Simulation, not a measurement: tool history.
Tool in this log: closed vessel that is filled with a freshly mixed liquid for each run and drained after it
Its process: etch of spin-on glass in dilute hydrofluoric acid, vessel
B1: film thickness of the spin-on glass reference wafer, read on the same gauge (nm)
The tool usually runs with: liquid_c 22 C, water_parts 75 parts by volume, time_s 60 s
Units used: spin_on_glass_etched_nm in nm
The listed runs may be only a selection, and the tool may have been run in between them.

{"run": 1, "hour": 0.0, "liquid_c": 22, "water_parts": 75, "time_s": 60, "B1": 121.58, "spin_on_glass_etched_nm": 23.81}
{"run": 2, "hour": 28.0, "liquid_c": 22, "water_parts": 75, "time_s": 60, "B1": 121.76, "spin_on_glass_etched_nm": 23.54}
{"run": 3, "hour": 99.9, "liquid_c": 22, "water_parts": 75, "time_s": 60, "B1": 122.25, "spin_on_glass_etched_nm": 23.89}
{"run": 4, "hour": 134.1, "liquid_c": 22, "water_parts": 75, "time_s": 60, "B1": 122.47, "spin_on_glass_etched_nm": 23.82}
{"run": 5, "hour": 205.2, "liquid_c": 26, "water_parts": 75, "time_s": 60, "B1": 123.02, "spin_on_glass_etched_nm": 27.99}
{"run": 6, "hour": 245.7, "liquid_c": 26, "water_parts": 75, "time_s": 60, "B1": 123.35, "spin_on_glass_etched_nm": 28.14}
{"run": 7, "hour": 278.3, "liquid_c": 26, "water_parts": 75, "time_s": 60, "B1": 123.62, "spin_on_glass_etched_nm": 28.3}
{"hour": 316.7, "done": "gauge calibrated"}
{"run": 8, "hour": 320.4, "liquid_c": 22, "water_parts": 75, "time_s": 60, "B1": 120.67, "spin_on_glass_etched_nm": 23.34}
{"run": 9, "hour": 377.6, "liquid_c": 22, "water_parts": 75, "time_s": 60, "B1": 120.65, "spin_on_glass_etched_nm": 23.44}
{"hour": 446.3, "done": "hydrofluoric acid flow meter replaced"}
{"run": 10, "hour": 446.8, "liquid_c": 22, "water_parts": 75, "time_s": 60, "B1": 120.74, "spin_on_glass_etched_nm": 23.52}
{"run": 11, "hour": 509.2, "liquid_c": 22, "water_parts": 40, "time_s": 30, "B1": 120.87, "spin_on_glass_etched_nm": 22.96}
{"run": 12, "hour": 558.4, "liquid_c": 22, "water_parts": 45, "time_s": 30, "B1": 121.03, "spin_on_glass_etched_nm": 20.36}

Run 13 is up next; what results do you expect?
{"run": 13, "hour": 587.4, "liquid_c": 17, "water_parts": 95, "time_s": 60, "B1": "?", "spin_on_glass_etched_nm": "?"}

B1: 121.09
spin_on_glass_etched_nm: 14.64 nm
With no hidden state in the tool, this same run would have given spin_on_glass_etched_nm 14.51 nm.
